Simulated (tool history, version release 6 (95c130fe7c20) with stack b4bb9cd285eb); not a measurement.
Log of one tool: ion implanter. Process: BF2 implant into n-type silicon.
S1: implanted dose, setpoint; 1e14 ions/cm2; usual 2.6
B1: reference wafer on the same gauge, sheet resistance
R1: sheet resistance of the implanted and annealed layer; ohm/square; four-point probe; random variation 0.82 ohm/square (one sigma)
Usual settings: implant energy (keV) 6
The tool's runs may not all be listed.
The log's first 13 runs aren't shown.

Run 14, hour 812.4: usual settings but S1 2.81 1e14 ions/cm2; B1 625.13. Result: R1 519.77 ohm/square.
Run 15, hour 839.6: usual settings; B1 625.48. Result: R1 550.66 ohm/square.
Run 16, hour 901.2: usual settings but S1 2.14 1e14 ions/cm2; B1 624.64. Result: R1 641.48 ohm/square.
Run 17, hour 956.2: usual settings but implant energy (keV) 8; B1 624.91. Result: R1 522.38 ohm/square.
Run 18, hour 1087: usual settings; B1 624.78. Result: R1 551.24 ohm/square.
Run 19, hour 1127.2: usual settings; B1 625.32. Result: R1 550.1 ohm/square.
At hour 1159.4: Faraday cup replaced and dose calibrated.
Run 20, hour 1161.7: usual settings; B1 624.32. Result: R1 546.06 ohm/square.
Run 21, hour 1225.9: usual settings but S1 3.15 1e14 ions/cm2, implant energy (keV) 7.5; B1 624.93. Result: R1 454.64 ohm/square.
Run 22, hour 1255.9: usual settings; B1 625.54. Result: R1 546.79 ohm/square.
Run 23, hour 1309.7: usual settings but S1 2.27 1e14 ions/cm2, implant energy (keV) 4.5; B1 624.83. Result: R1 649.32 ohm/square.
Run 24, hour 1351.7: usual settings but S1 2.17 1e14 ions/cm2; B1 624.87. Result: R1 634.67 ohm/square.
At hour 1405.6: gauge calibrated.
Run 25, hour 1412.4: usual settings but S1 3.32 1e14 ions/cm2, implant energy (keV) 6.5; B1 625.46. Result: R1 452.33 ohm/square.
Run 26, hour 1474.8: usual settings but implant energy (keV) 4; B1 624.68. Result: R1 610.42 ohm/square.
Run 27, hour 1526.7: usual settings but S1 2.31 1e14 ions/cm2; B1 624.64. Result: R1 604.74 ohm/square.
Run 28, hour 1669.1: usual settings but S1 2.92 1e14 ions/cm2, implant energy (keV) 7; B1 624.92. Result: R1 489.72 ohm/square.
Run 29, hour 1695: usual settings but S1 2.9 1e14 ions/cm2, implant energy (keV) 7.5; B1 625.08. Result: R1 484.91 ohm/square.
Run 30, hour 1748.9: usual settings but S1 2.35 1e14 ions/cm2, implant energy (keV) 7.5; B1 625.2. Result: R1 574.61 ohm/square.
Run 31, hour 1800.3: usual settings; B1 625.11. Result: R1 551.95 ohm/square.

4 ways to go on from here, each from the tool as it stands after run 31. What would each give?
Run A, hour 1800.7: usual settings but implant energy (keV) 5; B1 ?. Result: R1 ?.
Run B, hour 1800.7: usual settings but S1 2.99 1e14 ions/cm2, implant energy (keV) 7.5; B1 ?. Result: R1 ?.
Run C, hour 1800.7: usual settings but S1 3.03 1e14 ions/cm2, implant energy (keV) 8; B1 ?. Result: R1 ?.
Run D, hour 1800.7: usual settings but S1 2 1e14 ions/cm2; B1 ?. Result: R1 ?.

run      B1      R1
  A  624.89  574.24
  B  624.89  474.87
  C  624.89  464.88
  D  624.89  681.09
Without the tool's hidden state the same runs would have given:
run      R1
  A  567.52
  B  469.23
  C  459.31
  D   672.1

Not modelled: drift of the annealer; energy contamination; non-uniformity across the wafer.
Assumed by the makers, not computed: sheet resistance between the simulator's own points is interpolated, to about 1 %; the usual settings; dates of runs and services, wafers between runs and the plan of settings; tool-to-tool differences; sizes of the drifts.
